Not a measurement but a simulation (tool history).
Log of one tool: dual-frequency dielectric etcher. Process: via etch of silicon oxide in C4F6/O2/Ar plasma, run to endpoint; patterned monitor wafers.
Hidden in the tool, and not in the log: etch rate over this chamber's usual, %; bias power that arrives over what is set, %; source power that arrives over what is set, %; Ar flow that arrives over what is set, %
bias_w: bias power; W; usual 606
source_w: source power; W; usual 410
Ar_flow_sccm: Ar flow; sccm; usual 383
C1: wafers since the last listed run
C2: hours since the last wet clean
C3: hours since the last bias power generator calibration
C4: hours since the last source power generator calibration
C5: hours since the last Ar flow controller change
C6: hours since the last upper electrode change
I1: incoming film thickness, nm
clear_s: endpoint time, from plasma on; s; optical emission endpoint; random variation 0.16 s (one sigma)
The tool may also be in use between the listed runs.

Run 1, day 0.000: usual settings; C1 0; C2 426.7; C3 1958.2; C4 3455.8; C5 2343.3; C6 1890.2; I1 111.1. Result: clear_s 28.5 s.
At day 1.217: wet clean of the chamber.
At day 1.346: Ar flow controller replaced.
Run 2, day 1.367: usual settings; C1 76; C2 3.6; C3 1991.0; C4 3488.6; C5 0.5; C6 1923.0; I1 110.9. Result: clear_s 27.2 s.
Run 3, day 1.379: usual settings but bias_w 669 W; C1 4; C2 3.9; C3 1991.3; C4 3488.9; C5 0.8; C6 1923.3; I1 111.9. Result: clear_s 25.6 s.
Run 4, day 1.400: usual settings; C1 6; C2 4.4; C3 1991.8; C4 3489.4; C5 1.3; C6 1923.8; I1 111.8. Result: clear_s 27.1 s.
Run 5, day 2.108: usual settings; C1 228; C2 21.4; C3 2008.8; C4 3506.4; C5 18.3; C6 1940.8; I1 110.9. Result: clear_s 27.1 s.
At day 2.425: source power generator calibrated.
Run 6, day 2.488: usual settings but bias_w 707 W, source_w 310 W, Ar_flow_sccm 290 sccm; C1 68; C2 30.5; C3 2017.9; C4 1.5; C5 27.4; C6 1949.9; I1 112.2. Result: clear_s 26.1 s.
Run 7, day 2.921: usual settings; C1 139; C2 40.9; C3 2028.3; C4 11.9; C5 37.8; C6 1960.3; I1 111.8. Result: clear_s 27.1 s.
Run 8, day 3.446: usual settings but bias_w 651 W, source_w 330 W, Ar_flow_sccm 301 sccm; C1 169; C2 53.5; C3 2040.9; C4 24.5; C5 50.4; C6 1972.9; I1 111.7. Result: clear_s 26.9 s.
Run 9, day 3.750: usual settings but bias_w 531 W, source_w 480 W, Ar_flow_sccm 408 sccm; C1 98; C2 60.8; C3 2048.2; C4 31.8; C5 57.7; C6 1980.2; I1 111.3. Result: clear_s 28.1 s.
At day 5.154: upper electrode replaced.
Run 10, day 5.175: usual settings; C1 137; C2 95.0; C3 2082.4; C4 66.0; C5 91.9; C6 0.5; I1 111.8. Result: clear_s 27.4 s.
Run 11, day 5.188: usual settings but Ar_flow_sccm 410 sccm; C1 4; C2 95.3; C3 2082.7; C4 66.3; C5 92.2; C6 0.8; I1 111.3. Result: clear_s 27.7 s.
Run 12, day 5.296: usual settings but bias_w 699 W, source_w 490 W, Ar_flow_sccm 355 sccm; C1 34; C2 97.9; C3 2085.3; C4 68.9; C5 94.8; C6 3.4; I1 112.4. Result: clear_s 24.1 s.
Run 13, day 6.025: usual settings but bias_w 469 W, source_w 320 W, Ar_flow_sccm 444 sccm; C1 235; C2 115.4; C3 2102.8; C4 86.4; C5 112.3; C6 20.9; I1 112.0. Result: clear_s 34.6 s.
Run 14, day 6.608: usual settings but bias_w 493 W, Ar_flow_sccm 422 sccm; C1 188; C2 129.4; C3 2116.8; C4 100.4; C5 126.3; C6 34.9; I1 111.3. Result: clear_s 30.9 s.
Run 15, day 7.208: usual settings but bias_w 758 W, source_w 460 W, Ar_flow_sccm 304 sccm; C1 193; C2 143.8; C3 2131.2; C4 114.8; C5 140.7; C6 49.3; I1 111.6. Result: clear_s 23.2 s.
Run 16, day 7.567: usual settings; C1 115; C2 152.4; C3 2139.8; C4 123.4; C5 149.3; C6 57.9; I1 110.9. Result: clear_s 27.4 s.
Run 17, day 8.133: usual settings but bias_w 484 W; C1 183; C2 166.0; C3 2153.4; C4 137.0; C5 162.9; C6 71.5; I1 111.6. Result: clear_s 31.0 s.
Run 18, day 8.767: usual settings but source_w 480 W; C1 204; C2 181.2; C3 2168.6; C4 152.2; C5 178.1; C6 86.7; I1 112.1. Result: clear_s 26.2 s.
At day 9.383: bias power generator calibrated.
Run 19, day 9.404: usual settings but bias_w 674 W; C1 152; C2 196.5; C3 0.5; C4 167.5; C5 193.4; C6 102.0; I1 112.4. Result: clear_s 26.5 s.
Run 20, day 9.925: usual settings; C1 168; C2 209.0; C3 13.0; C4 180.0; C5 205.9; C6 114.5; I1 112.4. Result: clear_s 28.2 s.
Run 21, day 10.221: usual settings but Ar_flow_sccm 353 sccm; C1 95; C2 216.1; C3 20.1; C4 187.1; C5 213.0; C6 121.6; I1 111.5. Result: clear_s 27.5 s.
Run 22, day 10.675: usual settings but source_w 380 W, Ar_flow_sccm 303 sccm; C1 146; C2 227.0; C3 31.0; C4 198.0; C5 223.9; C6 132.5; I1 110.9. Result: clear_s 27.1 s.
Run 23, day 11.371: usual settings but bias_w 754 W, source_w 380 W, Ar_flow_sccm 299 sccm; C1 224; C2 243.7; C3 47.7; C4 214.7; C5 240.6; C6 149.2; I1 111.2. Result: clear_s 24.8 s.
Run 24, day 11.879: usual settings but source_w 310 W, Ar_flow_sccm 340 sccm; C1 164; C2 255.9; C3 59.9; C4 226.9; C5 252.8; C6 161.4; I1 112.7. Result: clear_s 30.1 s.
Run 25, day 12.321: usual settings but Ar_flow_sccm 428 sccm; C1 142; C2 266.5; C3 70.5; C4 237.5; C5 263.4; C6 172.0; I1 112.9. Result: clear_s 28.7 s.
Run 26, day 12.979: usual settings but bias_w 517 W, source_w 490 W, Ar_flow_sccm 449 sccm; C1 212; C2 282.3; C3 86.3; C4 253.3; C5 279.2; C6 187.8; I1 111.1. Result: clear_s 29.2 s.
Run 27, day 13.638: usual settings; C1 212; C2 298.1; C3 102.1; C4 269.1; C5 295.0; C6 203.6; I1 111.3. Result: clear_s 28.0 s.
Run 28, day 14.267: usual settings; C1 203; C2 313.2; C3 117.2; C4 284.2; C5 310.1; C6 218.7; I1 111.9. Result: clear_s 28.3 s.
Run 29, day 14.967: usual settings but bias_w 463 W, source_w 440 W, Ar_flow_sccm 342 sccm; C1 226; C2 330.0; C3 134.0; C4 301.0; C5 326.9; C6 235.5; I1 112.4. Result: clear_s 31.2 s.

Forecast each of these 4 alternatives for the next run:
Run A, day 14.983: usual settings; C1 5; C2 330.4; C3 134.4; C4 301.4; C5 327.3; C6 235.9; I1 111.2. Result: clear_s ?.
Run B, day 14.983: usual settings but bias_w 701 W; C1 5; C2 330.4; C3 134.4; C4 301.4; C5 327.3; C6 235.9; I1 111.2. Result: clear_s ?.
Run C, day 14.983: usual settings but Ar_flow_sccm 322 sccm; C1 5; C2 330.4; C3 134.4; C4 301.4; C5 327.3; C6 235.9; I1 111.2. Result: clear_s ?.
Run D, day 14.983: usual settings but source_w 490 W; C1 5; C2 330.4; C3 134.4; C4 301.4; C5 327.3; C6 235.9; I1 111.2. Result: clear_s ?.

run  clear_s
  A     28.0
  B     26.0
  C     27.4
  D     26.6
Without the tool's hidden state the same runs would have given:
run  clear_s
  A     27.0
  B     25.1
  C     26.4
  D     25.6
